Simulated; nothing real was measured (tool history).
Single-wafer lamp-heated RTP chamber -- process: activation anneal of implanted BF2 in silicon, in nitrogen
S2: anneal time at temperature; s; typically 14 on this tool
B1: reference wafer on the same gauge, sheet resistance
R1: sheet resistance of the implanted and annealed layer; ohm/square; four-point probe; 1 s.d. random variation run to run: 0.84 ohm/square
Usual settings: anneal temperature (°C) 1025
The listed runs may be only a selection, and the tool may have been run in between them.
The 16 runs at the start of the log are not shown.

Run 17, hour 1102.4: usual settings; B1 136.82. Result: R1 136.27 ohm/square.
At hour 1117.4: reflector plate cleaned.
Run 18, hour 1375.7: usual settings; B1 136.92. Result: R1 140.78 ohm/square.
Run 19, hour 1478.3: usual settings but S2 22 s; B1 136.90. Result: R1 134.19 ohm/square.
Run 20, hour 1529.7: usual settings; B1 137.42. Result: R1 140.89 ohm/square.
At hour 1586.9: pyrometer window cleaned and pyrometer calibrated.
Run 21, hour 1594.8: usual settings; B1 136.83. Result: R1 139.64 ohm/square.
At hour 1803.6: reflector plate cleaned.
Run 22, hour 1880.3: usual settings but anneal temperature (°C) 1044, S2 21 s; B1 136.86. Result: R1 121.49 ohm/square.
Run 23, hour 1985.8: usual settings; B1 137.39. Result: R1 142.37 ohm/square.
Run 24, hour 2041.3: usual settings but anneal temperature (°C) 1040, S2 8 s; B1 137.05. Result: R1 139.57 ohm/square.
At hour 2096.0: gauge calibrated.
Run 25, hour 2147.8: usual settings; B1 137.07. Result: R1 140.55 ohm/square.
Run 26, hour 2196.3: usual settings but anneal temperature (°C) 1043, S2 19 s; B1 137.13. Result: R1 124.04 ohm/square.
Run 27, hour 2271.3: usual settings but anneal temperature (°C) 1017; B1 137.24. Result: R1 148.35 ohm/square.
At hour 2362.6: pyrometer window cleaned and pyrometer calibrated.
Run 28, hour 2366.8: usual settings but S2 12 s; B1 137.32. Result: R1 143.70 ohm/square.
Run 29, hour 2468.8: usual settings; B1 136.93. Result: R1 138.38 ohm/square.
At hour 2488.9: reflector plate cleaned.
Run 30, hour 2521.6: usual settings but anneal temperature (°C) 1048, S2 6 s; B1 137.01. Result: R1 138.55 ohm/square.
Run 31, hour 2559.1: usual settings but anneal temperature (°C) 1016; B1 136.79. Result: R1 150.86 ohm/square.
Run 32, hour 2625.4: usual settings but anneal temperature (°C) 1010; B1 136.62. Result: R1 154.34 ohm/square.
Run 33, hour 2717.8: usual settings but anneal temperature (°C) 1045, S2 9 s; B1 136.97. Result: R1 134.88 ohm/square.
Run 34, hour 2820.7: usual settings but anneal temperature (°C) 1015, S2 21 s; B1 137.17. Result: R1 141.11 ohm/square.
Run 35, hour 2902.5: usual settings but anneal temperature (°C) 1014, S2 20 s; B1 137.09. Result: R1 141.42 ohm/square.
At hour 2984.3: pyrometer window cleaned and pyrometer calibrated.
Run 36, hour 3030.9: usual settings; B1 137.09. Result: R1 139.87 ohm/square.
Run 37, hour 3094.9: usual settings; B1 136.90. Result: R1 139.54 ohm/square.

Consider 3 possible next runs. They are alternatives, not a sequence: every one starts from the tool as it was left by run 37. What does each give?
Run A, hour 3095.3: usual settings; B1 ?. Result: R1 ?.
Run B, hour 3095.3: usual settings but anneal temperature (°C) 1044, S2 9 s; B1 ?. Result: R1 ?.
Run C, hour 3095.3: usual settings but anneal temperature (°C) 1039, S2 11 s; B1 ?. Result: R1 ?.

run      B1      R1
  A  137.08  140.34
  B  137.08  134.43
  C  137.08  134.72
Without the tool's unlogged condition, the same runs would have read:
run      R1
  A  144.54
  B  138.12
  C  138.42

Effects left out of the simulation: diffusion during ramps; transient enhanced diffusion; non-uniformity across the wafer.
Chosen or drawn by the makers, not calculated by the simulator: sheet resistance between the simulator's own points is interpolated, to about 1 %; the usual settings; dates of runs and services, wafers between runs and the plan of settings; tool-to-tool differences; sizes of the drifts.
